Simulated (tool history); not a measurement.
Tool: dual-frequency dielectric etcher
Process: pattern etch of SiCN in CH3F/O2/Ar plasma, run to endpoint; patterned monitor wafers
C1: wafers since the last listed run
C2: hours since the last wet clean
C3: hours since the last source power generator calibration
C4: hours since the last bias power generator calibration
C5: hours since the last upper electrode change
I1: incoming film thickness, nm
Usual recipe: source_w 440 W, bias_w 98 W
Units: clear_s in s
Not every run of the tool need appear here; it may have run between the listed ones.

{"run": 1, "hour": 0.0, "source_w": 440, "bias_w": 98, "C1": 0, "C2": 258, "C3": 3770.1, "C4": 2080.1, "C5": 3363.3, "I1": 11.16, "clear_s": 23.4}
{"run": 2, "hour": 22.0, "source_w": 440, "bias_w": 98, "C1": 381, "C2": 280, "C3": 3792.1, "C4": 2102.1, "C5": 3385.3, "I1": 11.23, "clear_s": 23.5}
{"run": 3, "hour": 42.7, "source_w": 440, "bias_w": 98, "C1": 358, "C2": 300.7, "C3": 3812.8, "C4": 2122.8, "C5": 3406, "I1": 11.19, "clear_s": 23.3}
{"run": 4, "hour": 77.7, "source_w": 480, "bias_w": 98, "C1": 606, "C2": 335.7, "C3": 3847.8, "C4": 2157.8, "C5": 3441, "I1": 11.16, "clear_s": 22.7}
{"run": 5, "hour": 101.1, "source_w": 440, "bias_w": 98, "C1": 405, "C2": 359.1, "C3": 3871.2, "C4": 2181.2, "C5": 3464.4, "I1": 11.21, "clear_s": 23}
{"run": 6, "hour": 115.5, "source_w": 440, "bias_w": 98, "C1": 249, "C2": 373.5, "C3": 3885.6, "C4": 2195.6, "C5": 3478.8, "I1": 11.3, "clear_s": 23.6}
{"run": 7, "hour": 131.4, "source_w": 370, "bias_w": 79, "C1": 275, "C2": 389.4, "C3": 3901.5, "C4": 2211.5, "C5": 3494.7, "I1": 11.21, "clear_s": 27.5}
{"run": 8, "hour": 160.5, "source_w": 370, "bias_w": 79, "C1": 504, "C2": 418.5, "C3": 3930.6, "C4": 2240.6, "C5": 3523.8, "I1": 11.23, "clear_s": 27.3}
{"run": 9, "hour": 178.9, "source_w": 370, "bias_w": 79, "C1": 318, "C2": 436.9, "C3": 3949, "C4": 2259, "C5": 3542.2, "I1": 11.13, "clear_s": 27.1}
{"run": 10, "hour": 193.9, "source_w": 440, "bias_w": 98, "C1": 259, "C2": 451.9, "C3": 3964, "C4": 2274, "C5": 3557.2, "I1": 11.22, "clear_s": 23.4}
{"run": 11, "hour": 215.4, "source_w": 440, "bias_w": 98, "C1": 372, "C2": 473.4, "C3": 3985.5, "C4": 2295.5, "C5": 3578.7, "I1": 11.25, "clear_s": 23}
{"run": 12, "hour": 236.5, "source_w": 440, "bias_w": 98, "C1": 365, "C2": 494.5, "C3": 4006.6, "C4": 2316.6, "C5": 3599.8, "I1": 11.24, "clear_s": 23}
{"run": 13, "hour": 254.7, "source_w": 440, "bias_w": 98, "C1": 315, "C2": 512.7, "C3": 4024.8, "C4": 2334.8, "C5": 3618, "I1": 11.25, "clear_s": 23.2}
{"run": 14, "hour": 280.3, "source_w": 440, "bias_w": 98, "C1": 443, "C2": 538.3, "C3": 4050.4, "C4": 2360.4, "C5": 3643.6, "I1": 11.18, "clear_s": 22.9}
{"hour": 288.4, "done": "source power generator calibrated"}
{"run": 15, "hour": 293.5, "source_w": 440, "bias_w": 98, "C1": 159, "C2": 551.5, "C3": 5.1, "C4": 2373.6, "C5": 3656.8, "I1": 11.26, "clear_s": 23}
{"run": 16, "hour": 309.7, "source_w": 440, "bias_w": 98, "C1": 280, "C2": 567.7, "C3": 21.3, "C4": 2389.8, "C5": 3673, "I1": 11.16, "clear_s": 23.1}
{"run": 17, "hour": 330.3, "source_w": 410, "bias_w": 98, "C1": 356, "C2": 588.3, "C3": 41.9, "C4": 2410.4, "C5": 3693.6, "I1": 11.16, "clear_s": 23.3}
{"hour": 424.1, "done": "wet clean of the chamber"}
{"run": 18, "hour": 427.4, "source_w": 360, "bias_w": 98, "C1": 1266, "C2": 3.3, "C3": 139, "C4": 2507.5, "C5": 3790.7, "I1": 11.12, "clear_s": 25.9}
{"run": 19, "hour": 462.9, "source_w": 480, "bias_w": 116, "C1": 614, "C2": 38.8, "C3": 174.5, "C4": 2543, "C5": 3826.2, "I1": 11.15, "clear_s": 21.5}
{"hour": 480.3, "done": "bias power generator calibrated"}
{"hour": 490.6, "done": "upper electrode replaced"}
{"run": 20, "hour": 491.1, "source_w": 550, "bias_w": 91, "C1": 240, "C2": 67, "C3": 202.7, "C4": 10.8, "C5": 0.5, "I1": 11.24, "clear_s": 22.7}
{"run": 21, "hour": 513.5, "source_w": 370, "bias_w": 106, "C1": 388, "C2": 89.4, "C3": 225.1, "C4": 33.2, "C5": 22.9, "I1": 11.2, "clear_s": 24.8}
{"run": 22, "hour": 553.7, "source_w": 380, "bias_w": 92, "C1": 696, "C2": 129.6, "C3": 265.3, "C4": 73.4, "C5": 63.1, "I1": 11.17, "clear_s": 25.9}
{"run": 23, "hour": 575.8, "source_w": 440, "bias_w": 98, "C1": 382, "C2": 151.7, "C3": 287.4, "C4": 95.5, "C5": 85.2, "I1": 11.16, "clear_s": 23.8}
{"run": 24, "hour": 598.9, "source_w": 440, "bias_w": 98, "C1": 400, "C2": 174.8, "C3": 310.5, "C4": 118.6, "C5": 108.3, "I1": 11.13, "clear_s": 23.4}
{"run": 25, "hour": 618.0, "source_w": 530, "bias_w": 98, "C1": 330, "C2": 193.9, "C3": 329.6, "C4": 137.7, "C5": 127.4, "I1": 11.11, "clear_s": 22.1}
{"run": 26, "hour": 646.4, "source_w": 510, "bias_w": 98, "C1": 491, "C2": 222.3, "C3": 358, "C4": 166.1, "C5": 155.8, "I1": 11.12, "clear_s": 22.1}
{"run": 27, "hour": 666.6, "source_w": 440, "bias_w": 98, "C1": 349, "C2": 242.5, "C3": 378.2, "C4": 186.3, "C5": 176, "I1": 11.16, "clear_s": 23.6}
{"run": 28, "hour": 698.7, "source_w": 550, "bias_w": 98, "C1": 556, "C2": 274.6, "C3": 410.3, "C4": 218.4, "C5": 208.1, "I1": 11.23, "clear_s": 21.8}
{"run": 29, "hour": 722.1, "source_w": 440, "bias_w": 98, "C1": 405, "C2": 298, "C3": 433.7, "C4": 241.8, "C5": 231.5, "I1": 11.16, "clear_s": 23.8}
{"run": 30, "hour": 745.3, "source_w": 440, "bias_w": 98, "C1": 401, "C2": 321.2, "C3": 456.9, "C4": 265, "C5": 254.7, "I1": 11.31, "clear_s": 23.7}
{"run": 31, "hour": 758.3, "source_w": 440, "bias_w": 121, "C1": 225, "C2": 334.2, "C3": 469.9, "C4": 278, "C5": 267.7, "I1": 11.25, "clear_s": 21.5}
{"run": 32, "hour": 784.6, "source_w": 390, "bias_w": 98, "C1": 455, "C2": 360.5, "C3": 496.2, "C4": 304.3, "C5": 294, "I1": 11.19, "clear_s": 24.6}
{"run": 33, "hour": 820.6, "source_w": 440, "bias_w": 98, "C1": 623, "C2": 396.5, "C3": 532.2, "C4": 340.3, "C5": 330, "I1": 11.28, "clear_s": 23.1}
{"run": 34, "hour": 837.5, "source_w": 400, "bias_w": 104, "C1": 292, "C2": 413.4, "C3": 549.1, "C4": 357.2, "C5": 346.9, "I1": 11.23, "clear_s": 23.8}

Alternative continuations, all from the tool just after run 34; predict every row:
{"run": "A", "hour": 837.9, "source_w": 440, "bias_w": 98, "C1": 6, "C2": 413.8, "C3": 549.5, "C4": 357.6, "C5": 347.3, "I1": 11.12, "clear_s": "?"}
{"run": "B", "hour": 837.9, "source_w": 390, "bias_w": 107, "C1": 6, "C2": 413.8, "C3": 549.5, "C4": 357.6, "C5": 347.3, "I1": 11.12, "clear_s": "?"}
{"run": "C", "hour": 837.9, "source_w": 440, "bias_w": 117, "C1": 6, "C2": 413.8, "C3": 549.5, "C4": 357.6, "C5": 347.3, "I1": 11.12, "clear_s": "?"}
{"run": "D", "hour": 837.9, "source_w": 330, "bias_w": 91, "C1": 6, "C2": 413.8, "C3": 549.5, "C4": 357.6, "C5": 347.3, "I1": 11.12, "clear_s": "?"}
{"run": "E", "hour": 837.9, "source_w": 490, "bias_w": 113, "C1": 6, "C2": 413.8, "C3": 549.5, "C4": 357.6, "C5": 347.3, "I1": 11.12, "clear_s": "?"}

run=A clear_s=23.3
run=B clear_s=23.6
run=C clear_s=21.8
run=D clear_s=26.8
run=E clear_s=21.2
Without the tool's unlogged condition, the same runs would have read:
run=A clear_s=24.1
run=B clear_s=24.4
run=C clear_s=22.5
run=D clear_s=27.8
run=E clear_s=21.9
